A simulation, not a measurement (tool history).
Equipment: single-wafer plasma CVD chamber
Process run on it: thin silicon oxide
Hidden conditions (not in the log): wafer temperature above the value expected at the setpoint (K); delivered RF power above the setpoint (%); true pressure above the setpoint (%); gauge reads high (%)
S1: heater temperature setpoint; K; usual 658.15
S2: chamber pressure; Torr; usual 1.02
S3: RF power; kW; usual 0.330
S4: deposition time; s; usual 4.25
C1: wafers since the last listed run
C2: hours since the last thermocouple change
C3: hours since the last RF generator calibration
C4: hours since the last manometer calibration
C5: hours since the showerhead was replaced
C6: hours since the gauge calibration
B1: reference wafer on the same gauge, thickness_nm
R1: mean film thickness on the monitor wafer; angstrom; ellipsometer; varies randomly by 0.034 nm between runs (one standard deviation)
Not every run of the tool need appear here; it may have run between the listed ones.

| run | day | S1 | S2 | S3 | S4 | C1 | C2 | C3 | C4 | C5 | C6 | B1 | R1 |
|---|---|---|---|---|---|---|---|---|---|---|---|---|---|
| 1 | 0.000 | 658.15 | 1.02 | 0.330 | 4.70 | 0 | 2183.3 | 1477.6 | 696.6 | 3051.0 | 71.3 | 9.602 | 109.35 |
| 2 | 0.438 | 658.15 | 1.02 | 0.330 | 4.70 | 386 | 2193.8 | 1488.1 | 707.1 | 3061.5 | 81.8 | 9.617 | 110.45 |
| 3 | 0.900 | 658.15 | 1.02 | 0.350 | 4.66 | 408 | 2204.9 | 1499.2 | 718.2 | 3072.6 | 92.9 | 9.609 | 110.96 |
| 4 | 1.338 | 658.15 | 1.02 | 0.295 | 4.25 | 386 | 2215.4 | 1509.7 | 728.7 | 3083.1 | 103.4 | 9.595 | 95.28 |
| 5 | 1.996 | 658.15 | 1.02 | 0.295 | 4.25 | 581 | 2231.2 | 1525.5 | 744.5 | 3098.9 | 119.2 | 9.603 | 95.09 |
| 6 | 2.521 | 658.15 | 1.02 | 0.295 | 4.25 | 463 | 2243.8 | 1538.1 | 757.1 | 3111.5 | 131.8 | 9.610 | 95.48 |
| 7 | 2.958 | 658.15 | 0.96 | 0.330 | 4.25 | 386 | 2254.3 | 1548.6 | 767.6 | 3122.0 | 142.3 | 9.607 | 93.93 |
| 8 | 3.692 | 658.15 | 0.96 | 0.330 | 4.25 | 648 | 2271.9 | 1566.2 | 785.2 | 3139.6 | 159.9 | 9.614 | 93.86 |
|  | 5.171 | showerhead replaced |
| 9 | 5.192 | 658.15 | 1.02 | 0.330 | 4.25 | 1031 | 2307.9 | 1602.2 | 821.2 | 0.5 | 195.9 | 9.606 | 100.49 |
| 10 | 5.396 | 658.15 | 1.02 | 0.330 | 4.25 | 180 | 2312.8 | 1607.1 | 826.1 | 5.4 | 200.8 | 9.609 | 100.18 |
| 11 | 5.792 | 658.15 | 1.02 | 0.330 | 4.25 | 349 | 2322.3 | 1616.6 | 835.6 | 14.9 | 210.3 | 9.617 | 100.30 |
|  | 6.558 | RF generator calibrated |
| 12 | 6.579 | 658.15 | 1.02 | 0.355 | 4.25 | 401 | 2341.2 | 0.5 | 854.5 | 33.8 | 229.2 | 9.605 | 103.01 |
| 13 | 6.750 | 658.15 | 1.02 | 0.355 | 4.25 | 150 | 2345.3 | 4.6 | 858.6 | 37.9 | 233.3 | 9.605 | 103.22 |
| 14 | 7.450 | 658.15 | 1.02 | 0.330 | 4.25 | 618 | 2362.1 | 21.4 | 875.4 | 54.7 | 250.1 | 9.600 | 100.27 |
| 15 | 8.104 | 658.15 | 1.02 | 0.330 | 4.25 | 578 | 2377.8 | 37.1 | 891.1 | 70.4 | 265.8 | 9.610 | 100.62 |
| 16 | 8.650 | 668.15 | 1.27 | 0.275 | 4.66 | 482 | 2390.9 | 50.2 | 904.2 | 83.5 | 278.9 | 9.623 | 119.29 |
| 17 | 9.033 | 658.15 | 1.02 | 0.330 | 4.25 | 338 | 2400.1 | 59.4 | 913.4 | 92.7 | 288.1 | 9.609 | 101.09 |
| 18 | 9.317 | 672.15 | 1.02 | 0.330 | 4.25 | 250 | 2406.9 | 66.2 | 920.2 | 99.5 | 294.9 | 9.612 | 99.70 |
|  | 9.500 | gauge calibrated |
| 19 | 9.633 | 658.15 | 1.02 | 0.355 | 4.25 | 279 | 2414.5 | 73.8 | 927.8 | 107.1 | 3.2 | 9.611 | 104.75 |
|  | 10.146 | thermocouple changed; heater temperature recalibrated |
| 20 | 10.167 | 647.15 | 1.02 | 0.330 | 4.49 | 176 | 0.5 | 86.6 | 940.6 | 119.9 | 16.0 | 9.605 | 108.00 |
| 21 | 10.362 | 658.15 | 1.21 | 0.310 | 3.63 | 173 | 5.2 | 91.3 | 945.3 | 124.6 | 20.7 | 9.612 | 95.78 |
| 22 | 11.104 | 669.15 | 1.14 | 0.270 | 4.66 | 655 | 23.0 | 109.1 | 963.1 | 142.4 | 38.5 | 9.614 | 112.58 |
|  | 11.883 | capacitance manometer re-zeroed and calibrated |
| 23 | 11.904 | 648.15 | 1.24 | 0.330 | 4.25 | 412 | 42.2 | 128.3 | 0.5 | 161.6 | 57.7 | 9.602 | 112.99 |
| 24 | 12.146 | 666.15 | 1.02 | 0.295 | 4.25 | 213 | 48.0 | 134.1 | 6.3 | 167.4 | 63.5 | 9.611 | 92.39 |
| 25 | 12.412 | 658.15 | 1.15 | 0.330 | 4.25 | 235 | 54.4 | 140.5 | 12.7 | 173.8 | 69.9 | 9.618 | 107.98 |
| 26 | 12.733 | 658.15 | 1.02 | 0.275 | 3.95 | 283 | 62.1 | 148.2 | 20.4 | 181.5 | 77.6 | 9.625 | 83.66 |
| 27 | 14.354 | 658.15 | 1.02 | 0.330 | 4.25 | 1432 | 101.0 | 187.1 | 59.3 | 220.4 | 116.5 | 9.606 | 96.25 |
| 28 | 14.733 | 658.15 | 0.88 | 0.330 | 3.54 | 335 | 110.1 | 196.2 | 68.4 | 229.5 | 125.6 | 9.604 | 66.58 |
| 29 | 15.096 | 658.15 | 1.02 | 0.330 | 4.25 | 320 | 118.8 | 204.9 | 77.1 | 238.2 | 134.3 | 9.615 | 96.77 |
| 30 | 15.771 | 651.15 | 1.02 | 0.275 | 4.25 | 596 | 135.0 | 221.1 | 93.3 | 254.4 | 150.5 | 9.605 | 90.25 |

Predict each of these 3 candidate next runs independently; none follows another, all start after run 30:
| A | 15.788 | 658.15 | 1.02 | 0.310 | 4.25 | 14 | 135.4 | 221.5 | 93.7 | 254.8 | 150.9 | ? | ? |
| B | 15.788 | 653.15 | 1.12 | 0.330 | 4.25 | 14 | 135.4 | 221.5 | 93.7 | 254.8 | 150.9 | ? | ? |
| C | 15.788 | 666.15 | 1.27 | 0.355 | 4.60 | 14 | 135.4 | 221.5 | 93.7 | 254.8 | 150.9 | ? | ? |

| run | B1 | R1 |
|---|---|---|
| A | 9.604 | 94.86 |
| B | 9.604 | 106.43 |
| C | 9.604 | 127.06 |
With no hidden state in the tool, these same runs would have given:
| run | R1 |
|---|---|
| A | 95.39 |
| B | 107.03 |
| C | 127.48 |
